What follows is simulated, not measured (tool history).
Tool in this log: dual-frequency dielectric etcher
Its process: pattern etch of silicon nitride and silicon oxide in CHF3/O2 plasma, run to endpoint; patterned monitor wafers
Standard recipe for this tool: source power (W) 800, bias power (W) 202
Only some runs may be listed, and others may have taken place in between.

| run | hour | source power (W) | bias power (W) | wafers since the last listed run | hours since the last wet clean | hours since the last source power generator calibration | hours since the last bias power generator calibration | hours since the last upper electrode change | incoming incoming film thickness, nm | endpoint time (s) |
|---|---|---|---|---|---|---|---|---|---|---|
| 1 | 0 | 650 | 202 | 0 | 110.4 | 5229.9 | 1242.3 | 5208.8 | 244 | 135.9 |
| 2 | 89.4 | 650 | 202 | 452 | 199.8 | 5319.3 | 1331.7 | 5298.2 | 242.9 | 135.5 |
| 3 | 120.1 | 650 | 202 | 155 | 230.5 | 5350 | 1362.4 | 5328.9 | 245.3 | 136.2 |
| 4 | 134.2 | 850 | 202 | 71 | 244.6 | 5364.1 | 1376.5 | 5343 | 242.7 | 121.1 |
| 5 | 159.6 | 850 | 202 | 128 | 270 | 5389.5 | 1401.9 | 5368.4 | 246.7 | 122.5 |
| 6 | 175 | 850 | 202 | 77 | 285.4 | 5404.9 | 1417.3 | 5383.8 | 246.8 | 123.1 |
| 7 | 204.8 | 800 | 202 | 150 | 315.2 | 5434.7 | 1447.1 | 5413.6 | 244.7 | 126 |
| 8 | 240.3 | 800 | 202 | 179 | 350.7 | 5470.2 | 1482.6 | 5449.1 | 244.5 | 125 |
|  | 267.2 | wet clean of the chamber |
| 9 | 269.7 | 800 | 202 | 27 | 2.5 | 5499.6 | 1512 | 5478.5 | 246.3 | 126.6 |
| 10 | 287.7 | 750 | 220 | 91 | 20.5 | 5517.6 | 1530 | 5496.5 | 243.4 | 124.7 |
| 11 | 305.7 | 750 | 220 | 91 | 38.5 | 5535.6 | 1548 | 5514.5 | 248 | 127.8 |
|  | 321.6 | source power generator calibrated |
| 12 | 322.1 | 800 | 202 | 62 | 54.9 | 0.5 | 1564.4 | 5530.9 | 242.5 | 123.5 |
| 13 | 347.6 | 800 | 202 | 129 | 80.4 | 26 | 1589.9 | 5556.4 | 248.3 | 127.3 |
| 14 | 361.9 | 800 | 202 | 72 | 94.7 | 40.3 | 1604.2 | 5570.7 | 243.8 | 125.4 |
|  | 393.5 | upper electrode replaced |
| 15 | 394 | 730 | 179 | 41 | 126.8 | 72.4 | 1636.3 | 0.5 | 245.3 | 136.2 |
| 16 | 405.7 | 860 | 235 | 59 | 138.5 | 84.1 | 1648 | 12.2 | 247 | 116.4 |
| 17 | 438.6 | 690 | 202 | 166 | 171.4 | 117 | 1680.9 | 45.1 | 244.7 | 133.7 |
| 18 | 469.1 | 800 | 202 | 154 | 201.9 | 147.5 | 1711.4 | 75.6 | 246.8 | 126 |
| 19 | 492.6 | 950 | 237 | 119 | 225.4 | 171 | 1734.9 | 99.1 | 246 | 110.8 |
| 20 | 517.8 | 860 | 202 | 127 | 250.6 | 196.2 | 1760.1 | 124.3 | 247.2 | 122 |
| 21 | 542.6 | 640 | 158 | 125 | 275.4 | 221 | 1784.9 | 149.1 | 248.1 | 151 |
| 22 | 577.9 | 800 | 202 | 178 | 310.7 | 256.3 | 1820.2 | 184.4 | 245.9 | 125.9 |
|  | 589.9 | bias power generator calibrated |
|  | 628.9 | wet clean of the chamber |
| 23 | 629.4 | 940 | 180 | 119 | 0.5 | 307.8 | 39.5 | 235.9 | 244.1 | 120.5 |
| 24 | 629.8 | 970 | 186 | 2 | 0.9 | 308.2 | 39.9 | 236.3 | 247 | 119.4 |
| 25 | 657 | 880 | 238 | 137 | 28.1 | 335.4 | 67.1 | 263.5 | 246.4 | 115.9 |
| 26 | 686.6 | 940 | 180 | 149 | 57.7 | 365 | 96.7 | 293.1 | 246.2 | 122.7 |
| 27 | 708.3 | 800 | 176 | 109 | 79.4 | 386.7 | 118.4 | 314.8 | 247.4 | 132.6 |
| 28 | 721 | 640 | 234 | 64 | 92.1 | 399.4 | 131.1 | 327.5 | 248.1 | 132.3 |
| 29 | 741.6 | 750 | 220 | 104 | 112.7 | 420 | 151.7 | 348.1 | 245.1 | 124.9 |
| 30 | 758.3 | 610 | 239 | 84 | 129.4 | 436.7 | 168.4 | 364.8 | 245.1 | 133.4 |
| 31 | 770.9 | 910 | 183 | 63 | 142 | 449.3 | 181 | 377.4 | 246.3 | 123.2 |
| 32 | 806.3 | 730 | 202 | 179 | 177.4 | 484.7 | 216.4 | 412.8 | 243.6 | 129.3 |
| 33 | 841.5 | 600 | 217 | 178 | 212.6 | 519.9 | 251.6 | 448 | 248.3 | 139.6 |
| 34 | 875.1 | 920 | 174 | 170 | 246.2 | 553.5 | 285.2 | 481.6 | 245.7 | 124.6 |
| 35 | 962.1 | 800 | 202 | 440 | 333.2 | 640.5 | 372.2 | 568.6 | 247.2 | 127.2 |

What was the tool's hidden state at every run in the log?
etch rate over this chamber's usual, %: 0 across all the runs
source power that arrives over what is set, %: 0 across all the runs
bias power that arrives over what is set, %: 0 across all the runs
